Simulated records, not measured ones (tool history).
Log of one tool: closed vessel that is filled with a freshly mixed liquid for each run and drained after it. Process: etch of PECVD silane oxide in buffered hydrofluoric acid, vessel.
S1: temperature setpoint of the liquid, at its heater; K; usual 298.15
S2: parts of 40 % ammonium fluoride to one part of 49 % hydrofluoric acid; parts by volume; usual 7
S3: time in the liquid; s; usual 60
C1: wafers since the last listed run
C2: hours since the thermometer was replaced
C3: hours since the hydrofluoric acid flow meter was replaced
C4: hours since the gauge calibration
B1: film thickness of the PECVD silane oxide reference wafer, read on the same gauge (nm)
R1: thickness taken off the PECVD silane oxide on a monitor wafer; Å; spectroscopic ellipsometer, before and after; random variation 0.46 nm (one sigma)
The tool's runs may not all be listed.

run,day,S1,S2,S3,C1,C2,C3,C4,B1,R1
1,0,298.15,7,60,0,2010.2,1409.4,77.3,140.04,2246.4
2,0.292,298.15,7,60,752,2017.2,1416.4,84.3,140.02,2250.3
3,0.808,298.15,7,60,1332,2029.6,1428.8,96.7,139.99,2248.9
4,1.538,298.15,7,80,1880,2047.1,1446.3,114.2,140.04,2992.1
5,2.208,298.15,7,60,1730,2063.2,1462.4,130.3,139.99,2244.8
6,2.825,298.15,7,60,1590,2078,1477.2,145.1,139.96,2247.8
7,3.55,298.15,7,60,1869,2095.4,1494.6,162.5,140.01,2238
# day 3.908: thermometer replaced
8,4.292,300.65,5.5,30,1805,9.2,1512.4,180.3,139.97,1740.8
# day 4.392: hydrofluoric acid flow meter replaced
9,4.658,295.65,7,60,838,18,6.4,189.1,139.94,1930.7
# day 4.742: gauge calibrated
10,5.238,298.15,7,60,1493,31.9,20.3,11.9,140,2205.7
11,5.888,293.65,7,90,1676,47.5,35.9,27.5,139.99,2602.1
12,6.292,298.15,7,60,1042,57.2,45.6,37.2,139.99,2217.9
13,6.692,298.15,5,50,1031,66.8,55.2,46.8,139.99,2461.6
14,7.283,298.15,5.5,30,1526,81,69.4,61,140.03,1367.4

3 ways to go on from here, each from the tool as it stands after run 14. What would each give?
A,7.312,298.15,8,60,75,81.7,70.1,61.7,?,?
B,7.312,296.65,9.5,80,75,81.7,70.1,61.7,?,?
C,7.312,298.15,5,75,75,81.7,70.1,61.7,?,?

run,B1,R1
A,139.97,1926
B,139.97,2004.6
C,139.97,3703.5
Without the tool's hidden state the same runs would have given:
run,R1
A,1968.2
B,2057.5
C,3789.2
